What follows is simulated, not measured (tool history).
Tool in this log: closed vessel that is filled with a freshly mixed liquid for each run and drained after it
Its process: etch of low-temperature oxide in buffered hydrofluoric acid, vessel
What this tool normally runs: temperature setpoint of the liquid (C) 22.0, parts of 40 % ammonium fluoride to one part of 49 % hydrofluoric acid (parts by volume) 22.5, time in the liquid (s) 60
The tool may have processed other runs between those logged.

run	hour	temperature setpoint of the liquid (C)	parts of 40 % ammonium fluoride to one part of 49 % hydrofluoric acid (parts by volume)	time in the liquid (s)	wafers since the last listed run	hours since the thermometer was replaced	hours since the hydrofluoric acid flow meter was replaced	hours since the gauge calibration	read-back film thickness of the low-temperature oxide reference wafer, read on the same gauge (nm)	thickness taken off the low-temperature oxide on a monitor wafer (angstrom)
1	0.0	22.0	19.5	60	0	711.8	975.4	1370.4	60.02	1710.2
2	100.6	22.0	22.5	60	11112	812.4	1076.0	1471.0	60.01	1538.0
3	156.7	22.0	22.5	60	6196	868.5	1132.1	1527.1	59.99	1557.9
4	254.3	22.0	22.5	60	10780	966.1	1229.7	1624.7	60.01	1539.5
5	300.1	22.0	26.0	75	5058	1011.9	1275.5	1670.5	60.00	1745.3
6	339.7	22.0	26.0	75	4374	1051.5	1315.1	1710.1	60.04	1739.8
7	407.6	22.0	22.5	60	7500	1119.4	1383.0	1778.0	59.99	1541.0
8	468.7	22.0	22.5	60	6749	1180.5	1444.1	1839.1	59.99	1525.6
9	549.5	22.0	22.5	60	8925	1261.3	1524.9	1919.9	59.99	1540.9
10	646.9	22.0	22.5	60	10758	1358.7	1622.3	2017.3	59.99	1541.2
11	717.6	22.0	22.5	60	7809	1429.4	1693.0	2088.0	60.01	1545.3
12	761.1	22.0	22.5	60	4804	1472.9	1736.5	2131.5	60.00	1533.9
13	815.9	22.0	22.5	60	6053	1527.7	1791.3	2186.3	60.01	1542.9
14	902.3	22.0	22.5	60	9543	1614.1	1877.7	2272.7	59.96	1538.3
15	956.0	22.0	22.5	60	5931	1667.8	1931.4	2326.4	59.98	1523.5
16	1000.7	22.0	22.5	60	4937	1712.5	1976.1	2371.1	59.97	1528.2
17	1098.6	18.0	25.0	80	10813	1810.4	2074.0	2469.0	60.03	1506.1
# hour 1128.6: gauge calibrated
18	1197.1	22.0	22.5	85	10880	1908.9	2172.5	68.5	60.00	2165.7
19	1255.3	22.0	22.5	60	6428	1967.1	2230.7	126.7	60.01	1537.7
20	1342.6	18.0	27.0	80	9643	2054.4	2318.0	214.0	60.00	1434.1
# hour 1407.4: thermometer replaced
21	1446.3	23.5	22.5	30	11344	38.9	2421.7	317.7	60.00	809.3
22	1508.0	25.0	22.5	60	6815	100.6	2483.4	379.4	60.03	1753.0
23	1560.9	17.5	14.0	45	5843	153.5	2536.3	432.3	60.02	1305.6
# hour 1642.7: hydrofluoric acid flow meter replaced
24	1778.2	22.0	22.5	60	23892	370.8	135.5	649.6	59.96	1574.8
25	1845.9	20.5	26.5	60	7478	438.5	203.2	717.3	60.00	1285.7
26	1897.9	20.0	22.5	40	5743	490.5	255.2	769.3	60.02	931.5
27	1945.6	22.0	22.5	60	5268	538.2	302.9	817.0	59.98	1557.1
28	2039.1	17.0	22.5	30	10327	631.7	396.4	910.5	59.99	588.4
29	2105.5	19.0	25.0	50	7334	698.1	462.8	976.9	60.02	1019.2
30	2204.6	20.5	22.5	60	10946	797.2	561.9	1076.0	59.99	1429.7
31	2269.7	24.0	28.5	35	7190	862.3	627.0	1141.1	59.99	862.5
32	2364.3	22.0	22.5	60	10449	956.9	721.6	1235.7	60.00	1568.3

The logged runs with the hidden state left out (each run's random variation unchanged):
The hidden state here: liquid hotter than its thermometer reads (K); hydrofluoric acid flow below the setpoint (%); gauge reads high (%).
run	thickness taken off the low-temperature oxide on a monitor wafer (angstrom)
1	1744.9
2	1559.0
3	1579.2
4	1562.0
5	1771.6
6	1766.5
7	1565.2
8	1550.7
9	1566.4
10	1568.1
11	1572.9
12	1561.9
13	1572.0
14	1568.5
15	1553.6
16	1559.0
17	1537.1
18	2212.6
19	1572.1
20	1466.5
21	850.9
22	1843.4
23	1407.8
24	1576.1
25	1286.9
26	932.9
27	1559.4
28	589.6
29	1021.6
30	1434.5
31	865.8
32	1575.6

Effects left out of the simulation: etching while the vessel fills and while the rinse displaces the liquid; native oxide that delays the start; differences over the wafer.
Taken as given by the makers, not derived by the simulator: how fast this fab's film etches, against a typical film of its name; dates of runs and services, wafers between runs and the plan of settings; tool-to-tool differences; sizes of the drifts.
